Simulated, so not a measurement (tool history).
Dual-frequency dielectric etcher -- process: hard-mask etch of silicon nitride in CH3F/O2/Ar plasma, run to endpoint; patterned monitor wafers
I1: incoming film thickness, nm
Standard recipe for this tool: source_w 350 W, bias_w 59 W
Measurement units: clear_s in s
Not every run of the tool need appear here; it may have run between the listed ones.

{"run": 1, "hour": 0.0, "source_w": 350, "bias_w": 59, "I1": 44.49, "clear_s": 62.7}
{"run": 2, "hour": 52.0, "source_w": 350, "bias_w": 59, "I1": 44.03, "clear_s": 61.4}
{"run": 3, "hour": 103.8, "source_w": 400, "bias_w": 59, "I1": 44.31, "clear_s": 58.5}
{"run": 4, "hour": 154.0, "source_w": 400, "bias_w": 59, "I1": 44.13, "clear_s": 57.1}
{"run": 5, "hour": 197.6, "source_w": 400, "bias_w": 59, "I1": 44.19, "clear_s": 57.2}
{"hour": 258.3, "done": "wet clean of the chamber"}
{"run": 6, "hour": 263.6, "source_w": 350, "bias_w": 59, "I1": 43.97, "clear_s": 62.7}
{"run": 7, "hour": 318.1, "source_w": 350, "bias_w": 59, "I1": 44.51, "clear_s": 63.2}
{"run": 8, "hour": 376.0, "source_w": 350, "bias_w": 59, "I1": 44.07, "clear_s": 61.6}
{"run": 9, "hour": 443.4, "source_w": 350, "bias_w": 59, "I1": 43.81, "clear_s": 61.5}
{"run": 10, "hour": 641.7, "source_w": 350, "bias_w": 59, "I1": 44.19, "clear_s": 60.8}
{"hour": 647.9, "done": "source power generator calibrated"}
{"run": 11, "hour": 679.9, "source_w": 410, "bias_w": 59, "I1": 43.82, "clear_s": 55.7}
{"hour": 710.6, "done": "wet clean of the chamber"}
{"hour": 763.9, "done": "upper electrode replaced"}
{"run": 12, "hour": 764.4, "source_w": 430, "bias_w": 71, "I1": 44.27, "clear_s": 54.6}
{"run": 13, "hour": 812.9, "source_w": 400, "bias_w": 73, "I1": 43.99, "clear_s": 54.7}
{"hour": 859.4, "done": "bias power generator calibrated"}
{"run": 14, "hour": 868.3, "source_w": 350, "bias_w": 59, "I1": 43.83, "clear_s": 61.3}
{"run": 15, "hour": 893.8, "source_w": 380, "bias_w": 72, "I1": 44.45, "clear_s": 56.6}
{"run": 16, "hour": 940.9, "source_w": 350, "bias_w": 59, "I1": 44.37, "clear_s": 61}
{"run": 17, "hour": 971.0, "source_w": 290, "bias_w": 49, "I1": 44.54, "clear_s": 70.3}
{"run": 18, "hour": 1020.5, "source_w": 350, "bias_w": 59, "I1": 44.1, "clear_s": 60.4}
{"run": 19, "hour": 1072.5, "source_w": 270, "bias_w": 66, "I1": 44.27, "clear_s": 65.9}
{"hour": 1121.5, "done": "wet clean of the chamber"}
{"run": 20, "hour": 1122.0, "source_w": 280, "bias_w": 47, "I1": 44.04, "clear_s": 74.8}
{"run": 21, "hour": 1171.1, "source_w": 380, "bias_w": 72, "I1": 44.33, "clear_s": 57.4}
{"run": 22, "hour": 1212.7, "source_w": 350, "bias_w": 68, "I1": 44.43, "clear_s": 60.5}

Below are 5 alternative next runs, each starting from the tool's condition after run 22. Predict each:
{"run": "A", "hour": 1213.1, "source_w": 350, "bias_w": 59, "I1": 44.53, "clear_s": "?"}
{"run": "B", "hour": 1213.1, "source_w": 390, "bias_w": 47, "I1": 44.53, "clear_s": "?"}
{"run": "C", "hour": 1213.1, "source_w": 390, "bias_w": 59, "I1": 44.53, "clear_s": "?"}
{"run": "D", "hour": 1213.1, "source_w": 410, "bias_w": 50, "I1": 44.53, "clear_s": "?"}
{"run": "E", "hour": 1213.1, "source_w": 350, "bias_w": 49, "I1": 44.53, "clear_s": "?"}

run=A clear_s=62.7
run=B clear_s=64
run=C clear_s=59.8
run=D clear_s=61.5
run=E clear_s=66.2
The same runs, with their run-to-run variation unchanged, on a tool lacking any hidden condition would have given:
run=A clear_s=62.8
run=B clear_s=64.1
run=C clear_s=59.9
run=D clear_s=61.6
run=E clear_s=66.4
